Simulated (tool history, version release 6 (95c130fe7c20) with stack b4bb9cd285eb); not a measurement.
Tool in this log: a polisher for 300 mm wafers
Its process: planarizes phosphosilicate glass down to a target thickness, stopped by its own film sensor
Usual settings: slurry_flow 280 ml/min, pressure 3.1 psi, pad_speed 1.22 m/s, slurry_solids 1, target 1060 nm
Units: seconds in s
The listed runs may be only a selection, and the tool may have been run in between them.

run	hour	slurry_flow	pressure	pad_speed	slurry_solids	target	incoming thickness of the incoming film, nm	seconds
1	0	280	3.1	1.22	1	1060	1719.6	60.9
2	9.9	280	3.1	1.22	1	1060	1701.3	59.2
3	16.5	280	3.1	1.22	1	1060	1703.2	60.2
4	34.3	280	3.1	1.22	1	1216	1687.3	44.5
5	48.5	280	3.1	1.22	1	1216	1731.7	48.7
6	64.7	280	3.1	1.22	1	1216	1685.6	44.5
7	74.3	280	3.7	1.22	1	1060	1731.1	55.3
8	87.1	280	3.7	1.22	1	1060	1677.4	50.2
9	96.4	280	3.7	1.22	1	1060	1697.4	52.3
# hour 106.8: worn pad replaced by a new one
10	107.3	280	3.1	1.36	1	1060	1702.4	56.1
# hour 109.9: slurry blender recalibrated
11	115.2	280	3.1	1.36	1	1060	1681.2	63.8
12	123.5	280	3.1	1.22	1.15	1060	1692.8	64.6
13	145.5	280	3.1	1.22	1.15	1060	1685.9	63.6
# hour 152.5: slurry blender recalibrated, repeated, since the last time left the tool worse
14	156.8	280	3.1	1.22	1	1060	1706.4	56.7
15	162.9	210	3.1	1.22	1.25	1060	1705.3	53.2
16	180.7	330	4	1	1.3	1060	1696.8	44.2
# hour 184.6: slurry nozzle cleaned
17	193.3	210	2	1.22	1	841	1715.1	115.2
18	204.2	280	3.1	1.34	1	1060	1730.2	54.4
# hour 207: conditioning disc replaced and pad reconditioned
# hour 213.3: worn pad replaced by a new one
19	217.9	185	4.1	1.02	1	1060	1687.1	52.8
# hour 220: head pressure recalibrated
20	233.3	280	2.7	1.22	1.1	1060	1670.8	57.6
21	243.3	280	4.1	0.86	1.15	1060	1703.9	53.7
22	254.6	280	3.1	1.38	1.3	1133	1713.4	41.1
23	267.1	280	3.1	1.22	1	1060	1726.8	59.5
24	275.1	280	3.1	1.22	1	1060	1702.3	57.4
25	292	280	3.1	1.06	1	873	1707.2	83.5
26	305.2	220	2.4	1.46	1	1126	1700.2	58.5
# hour 309.8: worn pad replaced by a new one
27	313.3	280	3.1	1.22	1	1060	1684.3	56.9

What if the next run were any one of these 3? Each begins from the tool's condition after run 27:
A	313.7	280	3.1	1.22	1	1060	1697.3	?
B	313.7	280	2.8	0.9	1	986	1697.3	?
C	313.7	205	3.1	1.22	1	909	1697.3	?

run	seconds
A	57
B	88.9
C	73.4
Stripped of hidden state, with their random variation kept, the same runs would have yielded:
run	seconds
A	55.5
B	86.6
C	71.5
